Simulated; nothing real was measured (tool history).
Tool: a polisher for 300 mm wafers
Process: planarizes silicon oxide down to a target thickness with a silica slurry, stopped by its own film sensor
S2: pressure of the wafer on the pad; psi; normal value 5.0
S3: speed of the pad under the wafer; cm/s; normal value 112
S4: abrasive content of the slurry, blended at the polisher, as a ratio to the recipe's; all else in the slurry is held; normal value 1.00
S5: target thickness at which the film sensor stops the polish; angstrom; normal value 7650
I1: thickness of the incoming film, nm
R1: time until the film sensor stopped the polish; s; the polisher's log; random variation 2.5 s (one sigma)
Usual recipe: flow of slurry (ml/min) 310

run 1 day=0.000 | flow_of_slurry_(ml/min)=310 S2=5.0 S3=112 S4=1.00 S5=7650 | I1=1293.7 | R1=136.8
run 2 day=0.329 | flow_of_slurry_(ml/min)=350 S2=5.0 S3=112 S4=1.00 S5=7650 | I1=1313.7 | R1=137.1
run 3 day=0.858 | flow_of_slurry_(ml/min)=350 S2=5.0 S3=112 S4=1.00 S5=7650 | I1=1273.3 | R1=128.6
run 4 day=1.533 | flow_of_slurry_(ml/min)=350 S2=5.0 S3=112 S4=1.00 S5=7650 | I1=1296.1 | R1=132.2
run 5 day=2.275 | flow_of_slurry_(ml/min)=310 S2=5.6 S3=136 S4=1.00 S5=7650 | I1=1295.6 | R1=100.6
run 6 day=2.612 | flow_of_slurry_(ml/min)=310 S2=5.6 S3=136 S4=1.00 S5=7650 | I1=1301.6 | R1=102.9
-- day=2.738 head pressure recalibrated
run 7 day=3.146 | flow_of_slurry_(ml/min)=240 S2=5.0 S3=94 S4=0.85 S5=7650 | I1=1289.2 | R1=170.0
run 8 day=3.833 | flow_of_slurry_(ml/min)=240 S2=5.0 S3=94 S4=0.85 S5=7650 | I1=1273.9 | R1=163.4
-- day=3.983 slurry blender recalibrated
run 9 day=4.204 | flow_of_slurry_(ml/min)=260 S2=5.0 S3=112 S4=1.00 S5=7650 | I1=1263.9 | R1=127.1
run 10 day=4.642 | flow_of_slurry_(ml/min)=280 S2=5.5 S3=112 S4=1.00 S5=7650 | I1=1312.9 | R1=125.1
run 11 day=5.075 | flow_of_slurry_(ml/min)=225 S2=5.0 S3=112 S4=1.00 S5=7650 | I1=1275.6 | R1=131.6
-- day=5.850 worn pad replaced by a new one
run 12 day=6.217 | flow_of_slurry_(ml/min)=215 S2=5.0 S3=112 S4=0.80 S5=8930 | I1=1289.5 | R1=118.6
run 13 day=6.762 | flow_of_slurry_(ml/min)=310 S2=5.0 S3=112 S4=1.00 S5=7080 | I1=1296.2 | R1=151.3
-- day=7.983 slurry nozzle cleaned
run 14 day=8.088 | flow_of_slurry_(ml/min)=310 S2=5.0 S3=112 S4=1.25 S5=9140 | I1=1277.5 | R1=82.9
-- day=8.454 conditioning disc replaced and pad reconditioned
run 15 day=8.475 | flow_of_slurry_(ml/min)=310 S2=5.0 S3=112 S4=1.00 S5=8260 | I1=1277.9 | R1=115.1
run 16 day=8.883 | flow_of_slurry_(ml/min)=310 S2=5.6 S3=76 S4=1.00 S5=7650 | I1=1312.2 | R1=171.0
run 17 day=9.158 | flow_of_slurry_(ml/min)=310 S2=5.0 S3=112 S4=1.00 S5=7650 | I1=1281.2 | R1=136.3
run 18 day=9.729 | flow_of_slurry_(ml/min)=310 S2=5.0 S3=96 S4=1.00 S5=9040 | I1=1294.7 | R1=111.5
run 19 day=10.396 | flow_of_slurry_(ml/min)=310 S2=5.0 S3=112 S4=0.85 S5=7650 | I1=1303.1 | R1=148.7
-- day=11.671 worn pad replaced by a new one
run 20 day=11.962 | flow_of_slurry_(ml/min)=310 S2=5.9 S3=112 S4=1.00 S5=8210 | I1=1292.6 | R1=99.1
run 21 day=12.671 | flow_of_slurry_(ml/min)=220 S2=5.0 S3=112 S4=0.70 S5=6130 | I1=1295.8 | R1=221.1
run 22 day=13.312 | flow_of_slurry_(ml/min)=310 S2=5.0 S3=82 S4=1.00 S5=8920 | I1=1277.7 | R1=121.9
run 23 day=13.671 | flow_of_slurry_(ml/min)=310 S2=5.0 S3=112 S4=1.00 S5=7650 | I1=1292.5 | R1=130.6
run 24 day=14.362 | flow_of_slurry_(ml/min)=240 S2=3.9 S3=86 S4=1.30 S5=7650 | I1=1303.4 | R1=198.5
run 25 day=14.829 | flow_of_slurry_(ml/min)=310 S2=6.6 S3=146 S4=1.20 S5=7650 | I1=1284.6 | R1=77.2

Forecast each of these 5 alternatives for the next run:
run A day=14.850 | flow_of_slurry_(ml/min)=310 S2=5.0 S3=112 S4=1.00 S5=7650 | I1=1289.7 | R1=?
run B day=14.850 | flow_of_slurry_(ml/min)=310 S2=4.0 S3=112 S4=1.00 S5=7650 | I1=1289.7 | R1=?
run C day=14.850 | flow_of_slurry_(ml/min)=310 S2=6.1 S3=112 S4=1.00 S5=5910 | I1=1289.7 | R1=?
run D day=14.850 | flow_of_slurry_(ml/min)=310 S2=5.0 S3=98 S4=1.00 S5=9450 | I1=1289.7 | R1=?
run E day=14.850 | flow_of_slurry_(ml/min)=220 S2=3.7 S3=112 S4=1.00 S5=7650 | I1=1289.7 | R1=?

run=A R1=133.0
run=B R1=166.2
run=C R1=145.2
run=D R1=97.2
run=E R1=187.1
Without the tool's hidden state the same runs would have given:
run=A R1=133.0
run=B R1=166.2
run=C R1=145.2
run=D R1=97.2
run=E R1=187.1

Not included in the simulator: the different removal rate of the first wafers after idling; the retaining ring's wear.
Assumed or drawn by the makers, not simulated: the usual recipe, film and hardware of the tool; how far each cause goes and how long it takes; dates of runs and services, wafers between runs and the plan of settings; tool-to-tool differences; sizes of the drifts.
